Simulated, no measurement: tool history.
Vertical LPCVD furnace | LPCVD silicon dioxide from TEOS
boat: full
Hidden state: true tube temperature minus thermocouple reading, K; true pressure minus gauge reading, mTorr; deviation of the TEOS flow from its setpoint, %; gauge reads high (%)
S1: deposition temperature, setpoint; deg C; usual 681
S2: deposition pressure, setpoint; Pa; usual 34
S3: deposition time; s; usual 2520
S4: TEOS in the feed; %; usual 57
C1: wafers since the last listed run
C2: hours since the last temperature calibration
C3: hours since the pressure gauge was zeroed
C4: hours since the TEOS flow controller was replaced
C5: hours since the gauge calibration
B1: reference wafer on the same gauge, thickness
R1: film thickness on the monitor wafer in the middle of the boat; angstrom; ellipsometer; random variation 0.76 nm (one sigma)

run 1 hour=0 | S1=681 S2=34 S3=2520 S4=57 | C1=0 C2=4129 C3=2028.9 C4=4297.4 C5=628.7 | B1=126.94 | R1=1657
run 2 hour=25.9 | S1=681 S2=34 S3=2520 S4=57 | C1=284 C2=4154.9 C3=2054.8 C4=4323.3 C5=654.6 | B1=127.06 | R1=1660.4
run 3 hour=52.2 | S1=681 S2=34 S3=2520 S4=57 | C1=289 C2=4181.2 C3=2081.1 C4=4349.6 C5=680.9 | B1=126.8 | R1=1666.8
run 4 hour=70.7 | S1=681 S2=34 S3=2520 S4=57 | C1=203 C2=4199.7 C3=2099.6 C4=4368.1 C5=699.4 | B1=126.91 | R1=1659.7
run 5 hour=103.2 | S1=681 S2=34 S3=2520 S4=57 | C1=357 C2=4232.2 C3=2132.1 C4=4400.6 C5=731.9 | B1=127.15 | R1=1665.9
run 6 hour=118.6 | S1=681 S2=34 S3=2520 S4=57 | C1=169 C2=4247.6 C3=2147.5 C4=4416 C5=747.3 | B1=127.13 | R1=1676.2
run 7 hour=131.4 | S1=692 S2=31.3 S3=3090 S4=61 | C1=140 C2=4260.4 C3=2160.3 C4=4428.8 C5=760.1 | B1=126.92 | R1=2620.8
run 8 hour=153.4 | S1=672 S2=34 S3=2520 S4=57 | C1=241 C2=4282.4 C3=2182.3 C4=4450.8 C5=782.1 | B1=127.24 | R1=1343.5
-- hour=183.5 pressure gauge zeroed
run 9 hour=184 | S1=691 S2=25.3 S3=2040 S4=57 | C1=72 C2=4313 C3=0.5 C4=4481.4 C5=812.7 | B1=126.78 | R1=1480.9
run 10 hour=208.9 | S1=681 S2=34 S3=2520 S4=57 | C1=273 C2=4337.9 C3=25.4 C4=4506.3 C5=837.6 | B1=126.81 | R1=1659.1
run 11 hour=234.6 | S1=681 S2=34 S3=2520 S4=64 | C1=282 C2=4363.6 C3=51.1 C4=4532 C5=863.3 | B1=127.14 | R1=1779.1
run 12 hour=270.3 | S1=690 S2=31.3 S3=3420 S4=63 | C1=392 C2=4399.3 C3=86.8 C4=4567.7 C5=899 | B1=126.74 | R1=2815.7
run 13 hour=285.7 | S1=687 S2=34 S3=2520 S4=57 | C1=169 C2=4414.7 C3=102.2 C4=4583.1 C5=914.4 | B1=126.83 | R1=1934.9
-- hour=297.4 gauge calibrated
run 14 hour=302.4 | S1=681 S2=34 S3=2520 S4=51 | C1=183 C2=4431.4 C3=118.9 C4=4599.8 C5=5 | B1=126.76 | R1=1586.4
run 15 hour=337.8 | S1=690 S2=34 S3=2520 S4=57 | C1=389 C2=4466.8 C3=154.3 C4=4635.2 C5=40.4 | B1=126.94 | R1=2082.4
run 16 hour=352.2 | S1=681 S2=26.7 S3=2520 S4=57 | C1=158 C2=4481.2 C3=168.7 C4=4649.6 C5=54.8 | B1=126.92 | R1=1489.5
run 17 hour=368.3 | S1=681 S2=34 S3=2520 S4=57 | C1=177 C2=4497.3 C3=184.8 C4=4665.7 C5=70.9 | B1=127.29 | R1=1686.3
-- hour=395.2 thermocouples replaced and temperature profile calibrated
run 18 hour=395.7 | S1=681 S2=34 S3=2520 S4=57 | C1=37 C2=0.5 C3=212.2 C4=4693.1 C5=98.3 | B1=127.04 | R1=1564.2
-- hour=433.2 TEOS flow controller replaced
run 19 hour=433.7 | S1=681 S2=34 S3=2850 S4=53 | C1=153 C2=38.5 C3=250.2 C4=0.5 C5=136.3 | B1=127.05 | R1=1689.9
run 20 hour=518.8 | S1=690 S2=36.7 S3=2100 S4=67 | C1=935 C2=123.6 C3=335.3 C4=85.6 C5=221.4 | B1=126.99 | R1=1805.7
run 21 hour=543.4 | S1=681 S2=34 S3=2250 S4=60 | C1=270 C2=148.2 C3=359.9 C4=110.2 C5=246 | B1=126.95 | R1=1421.3
run 22 hour=561 | S1=681 S2=40.7 S3=3030 S4=57 | C1=193 C2=165.8 C3=377.5 C4=127.8 C5=263.6 | B1=127.03 | R1=2047.3
run 23 hour=594.2 | S1=681 S2=34 S3=2520 S4=57 | C1=365 C2=199 C3=410.7 C4=161 C5=296.8 | B1=126.82 | R1=1556.5
run 24 hour=626.6 | S1=685 S2=39.3 S3=2010 S4=57 | C1=356 C2=231.4 C3=443.1 C4=193.4 C5=329.2 | B1=127.04 | R1=1455.8
run 25 hour=640.9 | S1=685 S2=26 S3=1980 S4=64 | C1=157 C2=245.7 C3=457.4 C4=207.7 C5=343.5 | B1=127.06 | R1=1244.5
run 26 hour=668 | S1=681 S2=34 S3=2520 S4=60 | C1=297 C2=272.8 C3=484.5 C4=234.8 C5=370.6 | B1=127 | R1=1616.6
run 27 hour=700.1 | S1=686 S2=34 S3=2970 S4=64 | C1=352 C2=304.9 C3=516.6 C4=266.9 C5=402.7 | B1=127.06 | R1=2194.7
run 28 hour=727.7 | S1=681 S2=34 S3=2520 S4=57 | C1=303 C2=332.5 C3=544.2 C4=294.5 C5=430.3 | B1=126.95 | R1=1555.3
run 29 hour=756 | S1=677 S2=34 S3=2520 S4=57 | C1=311 C2=360.8 C3=572.5 C4=322.8 C5=458.6 | B1=127.28 | R1=1415.1
run 30 hour=786.7 | S1=681 S2=34 S3=2520 S4=46 | C1=337 C2=391.5 C3=603.2 C4=353.5 C5=489.3 | B1=126.81 | R1=1393.4
run 31 hour=816 | S1=669 S2=38.7 S3=1860 S4=64 | C1=322 C2=420.8 C3=632.5 C4=382.8 C5=518.6 | B1=127.29 | R1=968

The same runs without the tool's hidden state, with the same run-to-run variation:
run=1 R1=1541.4
run=2 R1=1543.2
run=3 R1=1547.9
run=4 R1=1540.4
run=5 R1=1544.5
run=6 R1=1553.3
run=7 R1=2431.7
run=8 R1=1241.7
run=9 R1=1371.5
run=10 R1=1532.8
run=11 R1=1642.3
run=12 R1=2599.8
run=13 R1=1784.7
run=14 R1=1460.9
run=15 R1=1918.4
run=16 R1=1369.4
run=17 R1=1549.4
run=18 R1=1549.4
run=19 R1=1673.9
run=20 R1=1788.8
run=21 R1=1407.7
run=22 R1=2027.7
run=23 R1=1541.6
run=24 R1=1441.8
run=25 R1=1232.5
run=26 R1=1600.8
run=27 R1=2173.4
run=28 R1=1539.9
run=29 R1=1400.9
run=30 R1=1379.4
run=31 R1=957.9
